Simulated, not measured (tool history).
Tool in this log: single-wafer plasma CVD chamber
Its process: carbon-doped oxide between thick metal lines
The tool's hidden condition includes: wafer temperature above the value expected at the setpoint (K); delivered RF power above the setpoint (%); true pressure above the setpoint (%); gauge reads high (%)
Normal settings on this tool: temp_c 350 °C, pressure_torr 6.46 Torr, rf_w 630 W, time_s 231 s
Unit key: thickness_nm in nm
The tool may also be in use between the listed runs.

run	day	temp_c	pressure_torr	rf_w	time_s	wafers since the last listed run	hours since the last thermocouple change	hours since the last RF generator calibration	hours since the last manometer calibration	hours since the showerhead was replaced	hours since the gauge calibration	read-back reference wafer on the same gauge, thickness_nm	thickness_nm
1	0	350	6.46	630	231	0	2102.5	514.4	1689.6	5673.8	175.4	1209.021	1260.581
2	0.579	350	6.46	630	231	97	2116.4	528.3	1703.5	5687.7	189.3	1209.154	1257.38
3	2.046	350	6.46	630	231	247	2151.6	563.5	1738.7	5722.9	224.5	1210.574	1265.148
4	3.542	354	6.46	630	231	252	2187.5	599.4	1774.6	5758.8	260.4	1209.306	1252.996
5	4.183	354	6.46	630	231	108	2202.9	614.8	1790	5774.2	275.8	1209.948	1253.425
6	4.838	354	6.46	630	231	110	2218.6	630.5	1805.7	5789.9	291.5	1209.915	1244.503
7	7.246	350	6.46	630	231	407	2276.4	688.3	1863.5	5847.7	349.3	1209.041	1264.928
8	7.979	350	6.46	630	231	123	2294	705.9	1881.1	5865.3	366.9	1211.07	1245.535
9	8.671	346	6.87	630	231	116	2310.6	722.5	1897.7	5881.9	383.5	1209.033	1274.816
10	9.508	346	6.87	630	231	141	2330.7	742.6	1917.8	5902	403.6	1209.744	1269.8
# day 9.85: gauge calibrated
11	10.85	346	6.87	630	231	226	2362.9	774.8	1950	5934.2	24	1210.054	1270.328
12	11.412	350	6.46	630	231	95	2376.4	788.3	1963.5	5947.7	37.5	1209.897	1243.197
# day 12.758: showerhead replaced, of another model than before
13	12.779	350	6.46	630	231	174	2409.2	821.1	1996.3	0.5	70.3	1210.126	1255.259

What does the tool deliver on the next run?
14	13.158	337	6.03	700	256	64	2418.3	830.2	2005.4	9.6	79.4	?	?

{"run 14": {"read-back reference wafer on the same gauge, thickness_nm": 1210.378, "thickness_nm": 1463.807}}
Were there no unlogged condition in the tool, this run, its random variation unchanged, would have produced thickness_nm 1494.249 nm.
